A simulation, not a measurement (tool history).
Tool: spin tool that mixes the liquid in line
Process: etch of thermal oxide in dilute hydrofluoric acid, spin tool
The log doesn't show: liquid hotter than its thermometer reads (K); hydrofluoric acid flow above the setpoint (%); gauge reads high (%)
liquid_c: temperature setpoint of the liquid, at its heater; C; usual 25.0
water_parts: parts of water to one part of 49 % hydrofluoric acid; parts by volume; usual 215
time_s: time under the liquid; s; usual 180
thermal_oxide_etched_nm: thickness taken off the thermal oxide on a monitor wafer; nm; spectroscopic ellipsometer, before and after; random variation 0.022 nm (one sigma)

run	hour	liquid_c	water_parts	time_s	wafers since the last listed run	hours since the thermometer was replaced	hours since the hydrofluoric acid flow meter was replaced	hours since the gauge calibration	read-back film thickness of the thermal oxide reference wafer, read on the same gauge (nm)	thermal_oxide_etched_nm
1	0.0	25.0	215	180	0	1401.8	1029.7	245.3	139.988	4.236
2	22.4	25.0	215	180	115	1424.2	1052.1	267.7	139.987	4.277
3	101.4	25.0	270	180	408	1503.2	1131.1	346.7	139.999	3.259
4	114.1	25.0	215	180	65	1515.9	1143.8	359.4	140.015	4.334
5	128.4	25.0	215	180	74	1530.2	1158.1	373.7	139.992	4.340
# hour 133.3: thermometer replaced
6	163.7	25.0	215	180	177	30.4	1193.4	409.0	140.011	4.354
# hour 176.7: gauge calibrated
7	177.0	25.0	280	180	68	43.7	1206.7	0.3	139.983	3.148
8	202.7	25.0	280	180	133	69.4	1232.4	26.0	140.006	3.143
9	229.5	28.0	270	180	138	96.2	1259.2	52.8	139.988	3.663
# hour 249.5: hydrofluoric acid flow meter replaced
10	263.6	25.0	215	180	171	130.3	14.1	86.9	140.005	3.768
11	295.8	22.5	290	135	166	162.5	46.3	119.1	139.988	1.797
12	307.8	25.0	215	180	62	174.5	58.3	131.1	140.035	3.786
13	329.7	21.5	245	210	113	196.4	80.2	153.0	139.992	3.351
14	345.5	23.5	215	130	81	212.2	96.0	168.8	139.984	2.615
15	367.3	25.0	215	180	112	234.0	117.8	190.6	139.991	3.857
16	431.0	25.0	185	180	329	297.7	181.5	254.3	140.013	4.634

The tool's hidden state at each run:
liquid hotter than its thermometer reads (K): 0 in every run
gauge reads high (%): 0 in every run
H1: hydrofluoric acid flow above the setpoint (%)
run	H1
1	12.3
2	12.5
3	13.3
4	13.4
5	13.6
6	14
7	14.1
8	14.4
9	14.6
10	1.23
11	1.57
12	1.69
13	1.92
14	2.08
15	2.31
16	2.96
